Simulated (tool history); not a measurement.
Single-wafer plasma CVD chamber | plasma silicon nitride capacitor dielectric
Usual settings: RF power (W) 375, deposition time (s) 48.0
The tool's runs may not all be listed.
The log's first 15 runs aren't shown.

run	hour	RF power (W)	deposition time (s)	wafers since the last listed run	hours since the last RF generator calibration	hours since the showerhead was replaced	hours since the gauge calibration	read-back reference wafer on the same gauge, thickness_nm	mean film thickness on the monitor wafer (angstrom)
16	504.7	395	48.0	365	622.6	164.7	129.9	72.904	664.68
17	518.9	395	48.0	301	636.8	178.9	144.1	72.948	665.26
18	535.9	400	44.0	360	653.8	195.9	161.1	72.915	611.93
19	584.3	400	44.0	1027	702.2	244.3	209.5	72.933	609.43
20	610.0	345	42.6	545	727.9	270.0	235.2	72.887	553.32
21	630.0	350	52.2	424	747.9	290.0	255.2	72.843	683.97
# hour 646.6: RF generator calibrated
22	651.7	350	52.3	290	5.1	311.7	276.9	72.866	703.94
23	682.1	410	48.0	645	35.5	342.1	307.3	72.795	689.01
24	700.6	325	38.7	392	54.0	360.6	325.8	72.828	500.95
25	735.3	420	43.5	736	88.7	395.3	360.5	72.908	626.85
26	750.7	375	39.2	326	104.1	410.7	375.9	72.865	539.34
27	783.9	375	48.0	704	137.3	443.9	409.1	72.894	656.81
28	804.1	445	52.9	428	157.5	464.1	429.3	72.911	785.28
29	832.2	375	48.0	596	185.6	492.2	457.4	72.883	661.06
30	851.7	375	48.0	413	205.1	511.7	476.9	72.869	656.36
31	881.6	355	56.6	634	235.0	541.6	506.8	72.831	757.25
32	896.0	450	38.5	305	249.4	556.0	521.2	72.905	568.15
33	908.1	375	48.0	256	261.5	568.1	533.3	72.863	657.58
34	926.9	355	54.1	399	280.3	586.9	552.1	72.860	721.08
35	955.9	405	42.9	615	309.3	615.9	581.1	72.989	604.33
36	974.1	395	44.8	386	327.5	634.1	599.3	72.914	624.73
37	995.1	400	44.0	445	348.5	655.1	620.3	72.905	616.30
38	1028.9	375	48.0	717	382.3	688.9	654.1	72.875	657.25
39	1130.0	375	54.5	2145	483.4	790.0	755.2	72.887	737.43

5 ways to go on from here, each from the tool as it stands after run 39. What would each give?
A	1130.4	375	48.0	8	483.8	790.4	755.6	?	?
B	1130.4	445	52.6	8	483.8	790.4	755.6	?	?
C	1130.4	335	48.0	8	483.8	790.4	755.6	?	?
D	1130.4	405	54.4	8	483.8	790.4	755.6	?	?
E	1130.4	335	56.9	8	483.8	790.4	755.6	?	?

run	read-back reference wafer on the same gauge, thickness_nm	mean film thickness on the monitor wafer (angstrom)
A	72.904	649.88
B	72.904	764.36
C	72.904	618.54
D	72.904	760.77
E	72.904	733.23
Without the tool's hidden state the same runs would have given:
run	mean film thickness on the monitor wafer (angstrom)
A	666.42
B	783.81
C	634.28
D	780.13
E	751.88

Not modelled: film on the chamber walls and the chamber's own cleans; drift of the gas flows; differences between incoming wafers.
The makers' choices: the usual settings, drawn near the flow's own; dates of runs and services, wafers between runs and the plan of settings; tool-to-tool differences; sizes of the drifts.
